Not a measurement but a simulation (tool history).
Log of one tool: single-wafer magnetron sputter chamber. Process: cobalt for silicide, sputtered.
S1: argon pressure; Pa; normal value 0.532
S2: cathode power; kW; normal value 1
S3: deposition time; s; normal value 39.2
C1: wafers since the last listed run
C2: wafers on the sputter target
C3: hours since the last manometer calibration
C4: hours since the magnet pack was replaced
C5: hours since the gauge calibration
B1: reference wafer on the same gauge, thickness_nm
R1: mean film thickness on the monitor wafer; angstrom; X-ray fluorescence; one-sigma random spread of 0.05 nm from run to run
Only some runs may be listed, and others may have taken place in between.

run   hour     S1  S2    S3   C1    C2      C3      C4     C5      B1      R1
  1      0   0.62   1  39.2    0  1930  1770.3  6332.9   86.6  16.919  174.17
  2   14.3   0.62   1  39.2  333  2264  1784.6  6347.2  100.9  16.907  173.39
  3   25.9  0.532   1  39.2  270  2534  1796.2  6358.8  112.5  16.898  177.25
  4   38.5  0.532   1  39.2  293  2828  1808.8  6371.4  125.1  16.908  174.81
      46.6  -- sputter target and shields replaced
  5   47.4  0.532   1  39.2   20    18  1817.7  6380.3    134  16.899   178.9
  6   62.1  0.604   1  39.2  342   361  1832.4    6395  148.7  16.899  175.57
  7   71.9  0.604   1  39.2  228   589  1842.2  6404.8  158.5  16.919  175.74
  8   79.8  0.604   1  39.2  184   773  1850.1  6412.7  166.4  16.896  175.93
      98.7  -- capacitance manometer re-zeroed and calibrated
  9   99.2  0.532   1  39.2  265  1039     0.5  6432.1  185.8  16.896  177.56
 10  105.9  0.532   1  39.2  156  1195     7.2  6438.8  192.5  16.909  177.52

What does the tool deliver on the next run?
     123.3  -- magnet pack replaced, of another model than before
 11  123.8  0.421  0.9  32.2  230  1426  25.1  0.5  210.4   ?   ?

Run 11 gave B1 16.897, R1 136.91 angstrom.
On a tool with no hidden condition, and with the same random variation, this run would have come out at R1 138.45 angstrom.

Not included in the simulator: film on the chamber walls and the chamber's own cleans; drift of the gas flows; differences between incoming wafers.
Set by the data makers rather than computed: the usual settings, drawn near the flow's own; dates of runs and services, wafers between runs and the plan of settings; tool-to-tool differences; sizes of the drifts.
